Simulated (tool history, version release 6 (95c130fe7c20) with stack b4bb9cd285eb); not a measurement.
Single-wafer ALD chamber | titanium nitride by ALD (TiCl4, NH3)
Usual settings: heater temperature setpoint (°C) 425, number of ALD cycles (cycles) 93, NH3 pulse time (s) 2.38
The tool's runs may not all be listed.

run    hour  heater temperature setpoint (°C)  number of ALD cycles (cycles)  NH3 pulse time (s)  read-back reference wafer on the same gauge, thickness_nm  mean film thickness on the monitor wafer (nm)
  1     0.0                               425                             93                2.38                                                      1.959                                          2.105
  2    59.4                               425                             93                2.38                                                      1.961                                          2.105
  3    83.6                               425                             93                2.38                                                      1.960                                          2.116
  4   151.6                               425                             93                2.38                                                      1.960                                          2.101
  5   196.9                               425                             93                2.38                                                      1.960                                          2.115
  6   224.8                               425                             93                2.38                                                      1.960                                          2.110
      290.5  -- gauge calibrated
  7   326.5                               425                             93                2.38                                                      1.959                                          2.114
  8   383.2                               425                             93                2.38                                                      1.963                                          2.109
  9   441.7                               425                             93                2.38                                                      1.959                                          2.103
 10   491.2                               425                             93                2.38                                                      1.960                                          2.110
 11   560.3                               425                             93                2.38                                                      1.959                                          2.115
 12   627.6                               425                             93                2.38                                                      1.960                                          2.107
 13   693.5                               425                             93                2.38                                                      1.959                                          2.112
 14   882.9                               425                             93                2.38                                                      1.959                                          2.108
 15   949.1                               425                            107                2.38                                                      1.960                                          2.434
 16   974.4                               425                            107                2.38                                                      1.959                                          2.435
 17  1026.8                               425                            107                2.38                                                      1.959                                          2.430
 18  1053.7                               434                             87                2.63                                                      1.960                                          1.983
 19  1096.1                               431                             80                1.53                                                      1.963                                          1.807
 20  1128.1                               425                            103                2.38                                                      1.959                                          2.325
     1289.8  -- gauge calibrated
 21  1317.6                               425                             93                2.38                                                      1.959                                          2.100
 22  1346.6                               425                             93                2.38                                                      1.961                                          2.106
 23  1417.1                               425                             93                2.38                                                      1.958                                          2.118
     1450.4  -- thermocouple changed; heater temperature recalibrated
 24  1462.3                               431                             93                3.28                                                      1.960                                          2.127
     1531.9  -- showerhead replaced
 25  1532.4                               425                             93                2.38                                                      1.960                                          2.107
 26  1598.3                               413                            103                3.28                                                      1.960                                          2.337
 27  1627.1                               411                             87                3.18                                                      1.960                                          1.986
 28  1693.5                               425                             93                1.53                                                      1.959                                          2.089
 29  1749.7                               425                             93                2.38                                                      1.961                                          2.109
 30  1796.9                               425                             93                2.38                                                      1.960                                          2.111
 31  1820.9                               429                             75                2.04                                                      1.959                                          1.690
 32  1881.5                               425                             82                2.38                                                      1.958                                          1.853
 33  1953.4                               433                             93                1.98                                                      1.959                                          2.109
 34  1985.4                               416                            100                1.82                                                      1.961                                          2.244

4 ways to go on from here, each from the tool as it stands after run 34. What would each give?
  A  1986.0                               432                             93                2.38                                                          ?                                              ?
  B  1986.0                               425                             86                3.17                                                          ?                                              ?
  C  1986.0                               425                             99                2.99                                                          ?                                              ?
  D  1986.0                               425                             77                2.89                                                          ?                                              ?

run  read-back reference wafer on the same gauge, thickness_nm  mean film thickness on the monitor wafer (nm)
  A                                                      1.960                                          2.116
  B                                                      1.960                                          1.968
  C                                                      1.960                                          2.263
  D                                                      1.960                                          1.759
Without the tool's hidden state the same runs would have given:
run  mean film thickness on the monitor wafer (nm)
  A                                          2.116
  B                                          1.968
  C                                          2.263
  D                                          1.759

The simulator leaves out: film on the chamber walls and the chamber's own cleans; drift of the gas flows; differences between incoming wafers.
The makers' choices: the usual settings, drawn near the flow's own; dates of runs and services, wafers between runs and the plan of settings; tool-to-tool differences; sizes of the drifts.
